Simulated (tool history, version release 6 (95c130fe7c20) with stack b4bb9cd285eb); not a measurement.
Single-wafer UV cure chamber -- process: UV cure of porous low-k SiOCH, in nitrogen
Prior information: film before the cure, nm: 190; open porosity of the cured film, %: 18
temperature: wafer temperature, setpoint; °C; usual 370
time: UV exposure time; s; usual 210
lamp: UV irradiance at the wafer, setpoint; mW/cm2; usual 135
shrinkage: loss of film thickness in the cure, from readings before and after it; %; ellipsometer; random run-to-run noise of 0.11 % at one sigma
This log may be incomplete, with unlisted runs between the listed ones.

run   hour  temperature  time  lamp  wafers since the last listed run  hours since the UV bulbs were replaced  wafers since the quartz window was cleaned  shrinkage
  1      0          370   165   135                                 0                                  2077.1                                        3257     12.235
  2   12.8          370   165   135                                45                                  2089.9                                        3303     12.434
  3   27.1          370   165   135                                51                                  2104.2                                        3354     12.299
  4   39.3          370   210   135                                43                                  2116.4                                        3398     13.562
  5   51.9          370   210   135                                45                                    2129                                        3443     13.448
  6   61.4          370   210   135                                33                                  2138.5                                        3477      13.57
  7   74.1          379   155   135                                45                                  2151.2                                        3522     12.304
  8   86.1          378   210   135                                42                                  2163.2                                        3565     13.436
  9   96.3          370   265   135                                36                                  2173.4                                        3602     14.594
 10  106.7          370   210   135                                37                                  2183.8                                        3639     13.595
 11  120.5          388   315   107                                49                                  2197.6                                        3688     14.738
     128.9  -- quartz window cleaned
 12  130.2          375   295   112                                 6                                  2207.3                                           4     14.389
 13  138.4          370   210   135                                29                                  2215.5                                          34     13.703
 14  155.3          370   210   148                                60                                  2232.4                                          94     14.087
 15  192.8          354   245   135                               134                                  2269.9                                         228     14.069
     206.1  -- UV bulbs replaced
 16  206.7          370   210   135                                21                                     0.6                                         249     13.634
 17  221.8          353   210   135                                53                                    15.7                                         303     13.196
 18  238.3          355   285   135                                58                                    32.2                                         362     14.847
 19    250          354   310   107                                41                                    43.9                                         404      14.08
 20  257.3          370   150   135                                26                                    51.2                                         430     12.054
 21  276.4          356    90   135                                68                                    70.3                                         498      9.136

4 options for the next run, each taken on its own from the tool as it stands now. Forecast them:
  A  276.9          370    85   135                                 1                                    70.8                                         500          ?
  B  276.9          379   280   173                                 1                                    70.8                                         500          ?
  C  276.9          370   210   174                                 1                                    70.8                                         500          ?
  D  276.9          389   330   164                                 1                                    70.8                                         500          ?

run  shrinkage
  A      9.331
  B     16.685
  C     15.008
  D     17.485
What these runs would have given with no unlogged condition in the tool:
run  shrinkage
  A      9.331
  B     16.685
  C     15.008
  D     17.485

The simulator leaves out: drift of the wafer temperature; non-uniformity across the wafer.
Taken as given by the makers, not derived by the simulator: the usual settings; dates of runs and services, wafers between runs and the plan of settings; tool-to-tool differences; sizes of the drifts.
